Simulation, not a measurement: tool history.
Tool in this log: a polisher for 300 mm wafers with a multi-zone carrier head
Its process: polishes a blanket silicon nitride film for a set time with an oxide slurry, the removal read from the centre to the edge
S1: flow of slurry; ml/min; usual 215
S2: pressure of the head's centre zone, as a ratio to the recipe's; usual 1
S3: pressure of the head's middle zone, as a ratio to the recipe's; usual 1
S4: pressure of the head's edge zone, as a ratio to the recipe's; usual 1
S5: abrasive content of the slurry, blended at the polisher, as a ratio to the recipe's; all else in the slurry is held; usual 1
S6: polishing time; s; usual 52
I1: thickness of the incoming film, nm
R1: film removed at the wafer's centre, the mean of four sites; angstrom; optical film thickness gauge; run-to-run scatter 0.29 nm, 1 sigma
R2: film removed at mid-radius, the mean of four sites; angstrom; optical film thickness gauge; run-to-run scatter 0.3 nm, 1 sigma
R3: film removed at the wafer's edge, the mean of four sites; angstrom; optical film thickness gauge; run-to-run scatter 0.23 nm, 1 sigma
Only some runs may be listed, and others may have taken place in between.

run   hour   S1    S2    S3    S4    S5  S6     I1   R1   R2   R3
  1      0  215     1     1     1     1  52  254.1  268  264  271
  2   30.8  215     1     1     1     1  57  253.9  287  291  291
  3   61.3  215     1     1     1     1  57  247.4  284  283  289
  4  108.1  215     1     1     1   1.2  59    249  315  316  320
  5  121.4  180     1     1  0.88   1.2  38  248.9  196  199  188
     137.5  -- carrier head's membrane replaced by a new one
  6    138  145     1  0.95  1.05     1  36  249.1  164  165  174
     153.3  -- slurry nozzle cleaned
  7  166.5  215     1  0.89  0.93     1  52  252.1  246  231  244
       181  -- edge zone pressure recalibrated
  8  194.7  215     1     1  0.95  1.25  52  255.4  265  265  271
     202.7  -- worn pad replaced by a new one
  9  208.2  215     1     1     1     1  52  246.1  270  279  282
 10  276.2  215     1     1     1     1  52  249.8  260  261  269
 11  318.3  215     1     1     1     1  57  250.3  277  280  292
 12  346.5  180     1     1  0.88   1.2  38  247.8  196  200  193
 13  372.2  255     1     1     1     1  52  249.9  251  252  257
 14    389  215  0.96     1     1     1  39    250  181  185  189
 15    421  215     1     1     1   1.1  52  253.2  253  258  265
     435.7  -- worn pad replaced by a new one
 16  436.2  170  1.07     1     1  1.25  52  250.9  304  295  302
 17    512  215     1     1     1     1  52    249  261  262  267
 18  527.3  215     1  1.09     1     1  52  248.5  259  271  268
 19  558.2  215     1     1     1     1  52  253.5  245  256  261
     563.8  -- centre zone pressure recalibrated
 20  582.8  240  0.89  0.92     1     1  40    247  182  186  199
 21  598.9  215     1     1     1     1  52  253.4  242  257  255
     604.8  -- slurry nozzle cleaned
 22  622.8  140     1     1     1     1  52  255.2  230  236  243

3 ways to go on from here, each from the tool as it stands after run 22. What would each give?
  A  623.2  215     1     1   1   1  52  247.9   ?   ?   ?
  B  623.2  215  0.92     1   1   1  40  247.9   ?   ?   ?
  C  623.2  215     1  1.04   1   1  60  247.9   ?   ?   ?

run   R1   R2   R3
  A  244  245  254
  B  178  189  195
  C  281  290  293
With the hidden condition removed and each run's random variation left untouched, the same runs would have given:
run   R1   R2   R3
  A  275  277  287
  B  201  213  220
  C  318  327  331
